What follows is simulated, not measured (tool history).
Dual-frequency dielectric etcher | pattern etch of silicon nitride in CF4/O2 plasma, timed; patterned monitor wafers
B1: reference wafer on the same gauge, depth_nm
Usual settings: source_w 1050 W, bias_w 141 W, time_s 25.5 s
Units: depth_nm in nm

Run 1, hour 0: usual settings; B1 102. Result: depth_nm 93.6 nm.
Run 2, hour 14.2: usual settings; B1 101.8. Result: depth_nm 93.9 nm.
Run 3, hour 21: usual settings; B1 101.9. Result: depth_nm 94.3 nm.
Run 4, hour 32.3: usual settings; B1 102. Result: depth_nm 94.2 nm.
Run 5, hour 48.4: usual settings but bias_w 166 W; B1 101.9. Result: depth_nm 98.9 nm.
Run 6, hour 56.6: usual settings but bias_w 166 W; B1 102. Result: depth_nm 98.9 nm.
Run 7, hour 68.5: usual settings; B1 102. Result: depth_nm 94.6 nm.
At hour 130.6: upper electrode replaced.
At hour 144.5: wet clean of the chamber.
Run 8, hour 145: usual settings; B1 101.8. Result: depth_nm 91.2 nm.
Run 9, hour 145.3: usual settings; B1 101.9. Result: depth_nm 91.2 nm.
Run 10, hour 145.6: usual settings but time_s 21.5 s; B1 101.9. Result: depth_nm 76.7 nm.
At hour 150.2: gauge calibrated.
Run 11, hour 158.8: usual settings but time_s 21.5 s; B1 101.9. Result: depth_nm 76.8 nm.
Run 12, hour 174.7: usual settings but time_s 30.5 s; B1 101.9. Result: depth_nm 108.6 nm.
At hour 181.4: bias power generator calibrated.
Run 13, hour 186.2: usual settings but time_s 30.5 s; B1 101.9. Result: depth_nm 108.8 nm.
Run 14, hour 193.9: usual settings but time_s 30.5 s; B1 101.9. Result: depth_nm 109.1 nm.
Run 15, hour 205.6: usual settings but source_w 1200 W, bias_w 167 W, time_s 29 s; B1 101.8. Result: depth_nm 118.5 nm.
Run 16, hour 221: usual settings but source_w 1180 W; B1 102. Result: depth_nm 98.2 nm.
Run 17, hour 236.9: usual settings but bias_w 176 W; B1 101.9. Result: depth_nm 98.2 nm.
Run 18, hour 243.9: usual settings but source_w 950 W, bias_w 152 W, time_s 28.5 s; B1 101.9. Result: depth_nm 98.4 nm.
Run 19, hour 251.2: usual settings but source_w 960 W, bias_w 155 W, time_s 18.5 s; B1 102. Result: depth_nm 65.3 nm.
At hour 257: source power generator calibrated.
Run 20, hour 263.9: usual settings but source_w 910 W, bias_w 120 W; B1 101.9. Result: depth_nm 80.6 nm.
Run 21, hour 276.6: usual settings but bias_w 162 W, time_s 22 s; B1 101.9. Result: depth_nm 82.8 nm.
Run 22, hour 292.2: usual settings but time_s 19 s; B1 101.8. Result: depth_nm 68.7 nm.
Run 23, hour 298.8: usual settings but bias_w 117 W; B1 101.9. Result: depth_nm 87.7 nm.
Run 24, hour 312.6: usual settings; B1 101.9. Result: depth_nm 92 nm.
Run 25, hour 327.9: usual settings but source_w 910 W, bias_w 120 W; B1 101.9. Result: depth_nm 81 nm.
Run 26, hour 337.1: usual settings; B1 101.8. Result: depth_nm 92.8 nm.
Run 27, hour 345.4: usual settings but source_w 930 W, bias_w 152 W, time_s 22 s; B1 101.9. Result: depth_nm 76.2 nm.
Run 28, hour 357.8: usual settings but source_w 850 W; B1 101.9. Result: depth_nm 81.7 nm.
Run 29, hour 368.6: usual settings; B1 102. Result: depth_nm 93 nm.

Forecast each of these 5 alternatives for the next run:
Run A, hour 369: usual settings; B1 ?. Result: depth_nm ?.
Run B, hour 369: usual settings but source_w 870 W, bias_w 157 W, time_s 22.5 s; B1 ?. Result: depth_nm ?.
Run C, hour 369: usual settings but source_w 940 W, time_s 31.5 s; B1 ?. Result: depth_nm ?.
Run D, hour 369: usual settings but source_w 840 W, bias_w 151 W, time_s 28.5 s; B1 ?. Result: depth_nm ?.
Run E, hour 369: usual settings but source_w 870 W, time_s 19.5 s; B1 ?. Result: depth_nm ?.

run     B1  depth_nm
  A  101.8      92.8
  B  101.8      75.9
  C  101.8     107.5
  D  101.8      93.2
  E  101.8      63.7
Without the tool's hidden state the same runs would have given:
run  depth_nm
  A      91.2
  B      74.6
  C     105.6
  D      91.6
  E      62.6

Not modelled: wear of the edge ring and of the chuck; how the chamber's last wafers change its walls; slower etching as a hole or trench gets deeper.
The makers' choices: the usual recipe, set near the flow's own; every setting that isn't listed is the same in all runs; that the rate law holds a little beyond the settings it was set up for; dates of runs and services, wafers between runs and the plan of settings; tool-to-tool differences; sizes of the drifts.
